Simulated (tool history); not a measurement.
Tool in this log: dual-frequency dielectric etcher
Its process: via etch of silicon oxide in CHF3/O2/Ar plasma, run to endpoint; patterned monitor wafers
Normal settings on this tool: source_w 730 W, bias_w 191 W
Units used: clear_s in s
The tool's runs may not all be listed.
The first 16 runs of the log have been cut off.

run	hour	source_w	bias_w	wafers since the last listed run	hours since the last wet clean	hours since the last source power generator calibration	hours since the last bias power generator calibration	hours since the last upper electrode change	incoming incoming film thickness, nm	clear_s
17	765.7	660	210	363	283.7	555.1	2404.6	257.0	528.6	252.8
18	835.2	730	153	405	353.2	624.6	2474.1	326.5	539.0	296.2
# hour 861.2: wet clean of the chamber
# hour 889.4: bias power generator calibrated
19	890.9	730	191	161	29.7	680.3	1.5	382.2	531.0	261.1
20	917.6	900	160	155	56.4	707.0	28.2	408.9	533.8	267.6
21	975.3	900	160	336	114.1	764.7	85.9	466.6	537.0	271.2
22	1047.1	660	210	419	185.9	836.5	157.7	538.4	531.2	258.7
23	1093.1	730	147	268	231.9	882.5	203.7	584.4	536.8	306.0
24	1117.5	850	191	142	256.3	906.9	228.1	608.8	538.3	252.5
25	1176.8	570	219	346	315.6	966.2	287.4	668.1	532.2	267.6
26	1220.5	730	205	255	359.3	1009.9	331.1	711.8	537.5	253.5
# hour 1245.2: bias power generator calibrated, repeated, since the last time left the tool worse
27	1285.3	730	191	355	424.1	1074.7	40.1	776.6	543.2	257.6
28	1317.9	730	191	190	456.7	1107.3	72.7	809.2	533.3	254.5
# hour 1354.0: wet clean of the chamber
29	1374.1	730	191	188	20.1	1163.5	128.9	865.4	534.4	255.2
30	1443.4	820	164	404	89.4	1232.8	198.2	934.7	537.6	268.8
31	1489.4	550	176	268	135.4	1278.8	244.2	980.7	526.9	290.5
32	1518.8	890	226	171	164.8	1308.2	273.6	1010.1	535.1	217.0
33	1571.4	650	233	307	217.4	1360.8	326.2	1062.7	538.4	241.4
34	1626.6	560	205	322	272.6	1416.0	381.4	1117.9	528.1	265.4
35	1692.1	730	238	382	338.1	1481.5	446.9	1183.4	530.5	226.3

Forecast each of these 4 alternatives for the next run:
A	1692.6	730	203	2	338.6	1482.0	447.4	1183.9	532.7	?
B	1692.6	600	147	2	338.6	1482.0	447.4	1183.9	532.7	?
C	1692.6	860	160	2	338.6	1482.0	447.4	1183.9	532.7	?
D	1692.6	730	164	2	338.6	1482.0	447.4	1183.9	532.7	?

run	clear_s
A	248.1
B	318.2
C	266.4
D	278.6
With the hidden condition removed and each run's random variation left untouched, the same runs would have given:
run	clear_s
A	247.7
B	317.7
C	266.0
D	278.2

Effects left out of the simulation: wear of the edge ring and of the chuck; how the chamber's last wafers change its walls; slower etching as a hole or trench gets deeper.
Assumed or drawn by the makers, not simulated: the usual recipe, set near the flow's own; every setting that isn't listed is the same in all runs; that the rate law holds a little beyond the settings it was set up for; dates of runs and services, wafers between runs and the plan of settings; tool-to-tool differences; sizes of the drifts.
